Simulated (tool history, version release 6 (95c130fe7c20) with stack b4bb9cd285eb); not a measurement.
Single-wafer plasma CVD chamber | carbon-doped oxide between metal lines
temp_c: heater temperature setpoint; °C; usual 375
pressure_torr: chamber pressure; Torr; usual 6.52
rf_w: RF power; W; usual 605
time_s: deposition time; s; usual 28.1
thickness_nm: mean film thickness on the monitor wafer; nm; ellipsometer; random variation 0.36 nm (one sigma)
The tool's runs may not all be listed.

run,day,temp_c,pressure_torr,rf_w,time_s,"read-back reference wafer on the same gauge, thickness_nm",thickness_nm
1,0,375,5.45,605,28.1,201.258,166.774
2,2.15,375,6.52,525,28.1,200.973,159.14
3,5.521,375,6.52,525,28.1,201.012,158.835
4,8.604,375,6.52,605,28.1,200.937,168.563
# day 20.062: capacitance manometer re-zeroed and calibrated
5,21.912,375,6.52,605,28.1,201.068,168.889
6,23.742,375,6.52,605,28.1,201.097,168.132
7,28,375,6.52,605,28.1,200.841,168.201
8,34.6,375,6.52,605,28.1,201.226,168.717
# day 44.129: gauge calibrated
9,45.992,375,6.52,515,28.1,201.18,157.204
10,49.083,375,6.52,605,28.1,201.084,168.986
# day 49.662: RF generator calibrated
11,53.554,375,6.52,605,28.1,200.974,168.725
12,55.288,375,5.45,605,28.1,201.212,166.879
13,57.575,387,6.52,540,28.1,200.88,157.397
14,59.458,375,6.52,605,28.1,200.934,168.138
15,61.096,381,5.2,645,24.4,200.958,147.202
16,63.246,375,6.52,605,28.1,200.887,168.892
# day 63.679: thermocouple changed; heater temperature recalibrated
# day 64.954: showerhead replaced
17,65.629,362,6.52,605,28.1,201.005,173.463
18,68.054,369,6.52,685,28.1,200.952,180.01
19,69.788,375,6.52,605,28.1,200.968,169.101
20,73.646,375,5.26,550,23.9,201.032,136.201
21,76.854,361,6.52,645,29.6,200.935,187.699
22,79.667,381,6.52,605,28.1,200.849,166.409
23,83.879,385,6.52,605,26.3,200.994,155.317

Forecast run 24:
24,86.888,386,7.1,605,24.8,?,?

Run 24 gave read-back reference wafer on the same gauge, thickness_nm 200.863, thickness_nm 146.468 nm.
Without the tool's hidden state the same run would have given thickness_nm 146.468 nm.
